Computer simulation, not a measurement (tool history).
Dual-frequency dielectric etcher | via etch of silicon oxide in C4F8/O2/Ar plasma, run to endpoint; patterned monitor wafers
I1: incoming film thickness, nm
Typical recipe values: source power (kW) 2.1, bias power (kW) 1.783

Run 1, hour 0: usual settings; I1 1349.5. Result: endpoint time (s) 289.1.
Run 2, hour 12.7: usual settings; I1 1338.8. Result: endpoint time (s) 287.2.
Run 3, hour 30.6: usual settings; I1 1340.5. Result: endpoint time (s) 289.3.
Run 4, hour 50.4: usual settings; I1 1355.8. Result: endpoint time (s) 290.7.
Run 5, hour 82.7: usual settings; I1 1345.8. Result: endpoint time (s) 290.9.
Run 6, hour 111.9: usual settings; I1 1341.6. Result: endpoint time (s) 287.5.
At hour 150.4: bias power generator calibrated.
At hour 156.6: wet clean of the chamber.
Run 7, hour 157.1: usual settings; I1 1336.6. Result: endpoint time (s) 290.8.
Run 8, hour 169.5: usual settings but source power (kW) 1.9; I1 1351.3. Result: endpoint time (s) 308.5.
Run 9, hour 185.6: usual settings but source power (kW) 1.64, bias power (kW) 1.507; I1 1336.1. Result: endpoint time (s) 341.8.
Run 10, hour 220.5: usual settings but bias power (kW) 1.508; I1 1350.3. Result: endpoint time (s) 306.6.
Run 11, hour 237.7: usual settings but source power (kW) 2.34, bias power (kW) 1.349; I1 1347.3. Result: endpoint time (s) 295.6.
Run 12, hour 254.2: usual settings; I1 1347.7. Result: endpoint time (s) 292.6.
At hour 284.7: upper electrode replaced.
At hour 315.3: source power generator calibrated.
Run 13, hour 354.2: usual settings but source power (kW) 2.35; I1 1355. Result: endpoint time (s) 278.1.
Run 14, hour 385.4: usual settings but source power (kW) 2.51; I1 1350.5. Result: endpoint time (s) 267.1.
Run 15, hour 417.7: usual settings but source power (kW) 1.72, bias power (kW) 1.624; I1 1350.4. Result: endpoint time (s) 328.7.
Run 16, hour 446.2: usual settings but source power (kW) 2.36, bias power (kW) 2.065; I1 1357.2. Result: endpoint time (s) 265.8.
Run 17, hour 463.3: usual settings but source power (kW) 2.35; I1 1346.5. Result: endpoint time (s) 274.7.

What the log doesn't show, run by run:
source power that arrives over what is set, %: 0 on each run
bias power that arrives over what is set, %: 0 on each run
H1: etch rate over this chamber's usual, %
run     H1
  1   1.14
  2   1.19
  3   1.25
  4   1.32
  5   1.44
  6   1.54
  7  0.179
  8  0.223
  9  0.281
 10  0.406
 11  0.467
 12  0.526
 13  0.884
 14  0.996
 15   1.11
 16   1.21
 17   1.27
